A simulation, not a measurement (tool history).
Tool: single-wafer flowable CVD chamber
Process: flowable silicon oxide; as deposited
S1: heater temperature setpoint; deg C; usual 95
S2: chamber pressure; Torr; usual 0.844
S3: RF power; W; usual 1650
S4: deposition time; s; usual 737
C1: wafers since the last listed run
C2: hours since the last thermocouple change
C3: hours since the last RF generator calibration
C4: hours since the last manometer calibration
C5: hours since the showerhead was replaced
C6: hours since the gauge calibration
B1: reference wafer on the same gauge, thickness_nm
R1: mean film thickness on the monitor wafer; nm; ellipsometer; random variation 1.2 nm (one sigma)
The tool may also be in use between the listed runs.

| run | day | S1 | S2 | S3 | S4 | C1 | C2 | C3 | C4 | C5 | C6 | B1 | R1 |
|---|---|---|---|---|---|---|---|---|---|---|---|---|---|
| 1 | 0.000 | 95 | 0.844 | 1585 | 737 | 0 | 1526.6 | 1350.6 | 2916.6 | 2963.3 | 1043.3 | 585.682 | 495.578 |
| 2 | 2.071 | 98 | 0.844 | 1650 | 737 | 154 | 1576.3 | 1400.3 | 2966.3 | 3013.0 | 1093.0 | 585.943 | 462.754 |
|  | 4.242 | capacitance manometer re-zeroed and calibrated |
| 3 | 4.738 | 95 | 0.844 | 1650 | 737 | 174 | 1640.3 | 1464.3 | 11.9 | 3077.0 | 1157.0 | 585.970 | 504.387 |
| 4 | 6.850 | 95 | 0.844 | 1650 | 737 | 157 | 1691.0 | 1515.0 | 62.6 | 3127.7 | 1207.7 | 586.039 | 504.339 |
|  | 8.338 | showerhead replaced |
| 5 | 8.604 | 95 | 0.844 | 1650 | 737 | 106 | 1733.1 | 1557.1 | 104.7 | 6.4 | 1249.8 | 585.492 | 501.966 |
| 6 | 11.967 | 95 | 0.761 | 1425 | 737 | 250 | 1813.8 | 1637.8 | 185.4 | 87.1 | 1330.5 | 586.036 | 415.145 |
| 7 | 15.683 | 95 | 0.761 | 1425 | 737 | 277 | 1903.0 | 1727.0 | 274.6 | 176.3 | 1419.7 | 586.240 | 416.705 |
|  | 18.325 | RF generator calibrated |
| 8 | 22.188 | 95 | 0.761 | 1425 | 737 | 460 | 2059.1 | 92.7 | 430.7 | 332.4 | 1575.8 | 585.924 | 416.958 |
| 9 | 24.508 | 110 | 0.844 | 1780 | 672 | 173 | 2114.8 | 148.4 | 486.4 | 388.1 | 1631.5 | 585.591 | 306.631 |
| 10 | 26.658 | 95 | 0.844 | 1825 | 670 | 160 | 2166.4 | 200.0 | 538.0 | 439.7 | 1683.1 | 585.806 | 476.837 |
| 11 | 28.279 | 95 | 0.844 | 1650 | 737 | 120 | 2205.3 | 238.9 | 576.9 | 478.6 | 1722.0 | 585.968 | 503.112 |
| 12 | 29.967 | 80 | 0.929 | 1650 | 737 | 125 | 2245.8 | 279.4 | 617.4 | 519.1 | 1762.5 | 585.985 | 840.311 |
|  | 31.733 | gauge calibrated |
| 13 | 33.125 | 95 | 1.029 | 1650 | 737 | 235 | 2321.6 | 355.2 | 693.2 | 594.9 | 33.4 | 585.989 | 614.992 |
|  | 35.725 | thermocouple changed; heater temperature recalibrated |
| 14 | 43.483 | 95 | 0.844 | 1650 | 737 | 748 | 186.2 | 603.8 | 941.8 | 843.5 | 282.0 | 586.007 | 505.902 |
| 15 | 47.771 | 95 | 0.761 | 1425 | 737 | 319 | 289.1 | 706.7 | 1044.7 | 946.4 | 384.9 | 585.583 | 416.266 |
| 16 | 49.333 | 98 | 0.844 | 1650 | 737 | 116 | 326.6 | 744.2 | 1082.2 | 983.9 | 422.4 | 585.953 | 463.007 |
| 17 | 52.254 | 95 | 0.844 | 1650 | 833 | 217 | 396.7 | 814.3 | 1152.3 | 1054.0 | 492.5 | 586.016 | 571.162 |
| 18 | 54.825 | 82 | 0.947 | 1495 | 799 | 191 | 458.4 | 876.0 | 1214.0 | 1115.7 | 554.2 | 586.389 | 828.330 |
| 19 | 56.767 | 95 | 0.951 | 1650 | 737 | 144 | 505.0 | 922.6 | 1260.6 | 1162.3 | 600.8 | 585.672 | 565.322 |
| 20 | 59.246 | 95 | 0.710 | 1470 | 737 | 185 | 564.5 | 982.1 | 1320.1 | 1221.8 | 660.3 | 586.088 | 396.171 |
| 21 | 62.154 | 95 | 0.751 | 1650 | 632 | 217 | 634.3 | 1051.9 | 1389.9 | 1291.6 | 730.1 | 586.042 | 384.587 |
| 22 | 66.496 | 95 | 0.844 | 1650 | 737 | 324 | 738.5 | 1156.1 | 1494.1 | 1395.8 | 834.3 | 585.644 | 504.966 |
| 23 | 72.025 | 95 | 0.844 | 1650 | 737 | 412 | 871.2 | 1288.8 | 1626.8 | 1528.5 | 967.0 | 585.925 | 505.797 |
| 24 | 76.458 | 95 | 0.697 | 1555 | 663 | 330 | 977.6 | 1395.2 | 1733.2 | 1634.9 | 1073.4 | 586.055 | 365.201 |
| 25 | 79.950 | 95 | 0.844 | 1650 | 737 | 260 | 1061.4 | 1479.0 | 1817.0 | 1718.7 | 1157.2 | 586.270 | 504.880 |
| 26 | 82.683 | 95 | 0.844 | 1435 | 737 | 203 | 1127.0 | 1544.6 | 1882.6 | 1784.3 | 1222.8 | 586.468 | 463.383 |
| 27 | 85.117 | 95 | 0.844 | 1925 | 737 | 181 | 1185.4 | 1603.0 | 1941.0 | 1842.7 | 1281.2 | 586.104 | 534.653 |
| 28 | 87.838 | 101 | 1.047 | 1845 | 622 | 203 | 1250.7 | 1668.3 | 2006.3 | 1908.0 | 1346.5 | 585.797 | 462.043 |

Forecast each of these 4 alternatives for the next run:
| A | 87.862 | 95 | 0.844 | 1650 | 737 | 1 | 1251.3 | 1668.9 | 2006.9 | 1908.6 | 1347.1 | ? | ? |
| B | 87.862 | 100 | 0.702 | 1380 | 598 | 1 | 1251.3 | 1668.9 | 2006.9 | 1908.6 | 1347.1 | ? | ? |
| C | 87.862 | 95 | 0.900 | 1650 | 737 | 1 | 1251.3 | 1668.9 | 2006.9 | 1908.6 | 1347.1 | ? | ? |
| D | 87.862 | 89 | 0.844 | 1650 | 873 | 1 | 1251.3 | 1668.9 | 2006.9 | 1908.6 | 1347.1 | ? | ? |

| run | B1 | R1 |
|---|---|---|
| A | 586.119 | 503.242 |
| B | 586.119 | 262.030 |
| C | 586.119 | 536.587 |
| D | 586.119 | 710.957 |
Without the tool's hidden state the same runs would have given:
| run | R1 |
|---|---|
| A | 503.242 |
| B | 262.030 |
| C | 536.587 |
| D | 710.957 |

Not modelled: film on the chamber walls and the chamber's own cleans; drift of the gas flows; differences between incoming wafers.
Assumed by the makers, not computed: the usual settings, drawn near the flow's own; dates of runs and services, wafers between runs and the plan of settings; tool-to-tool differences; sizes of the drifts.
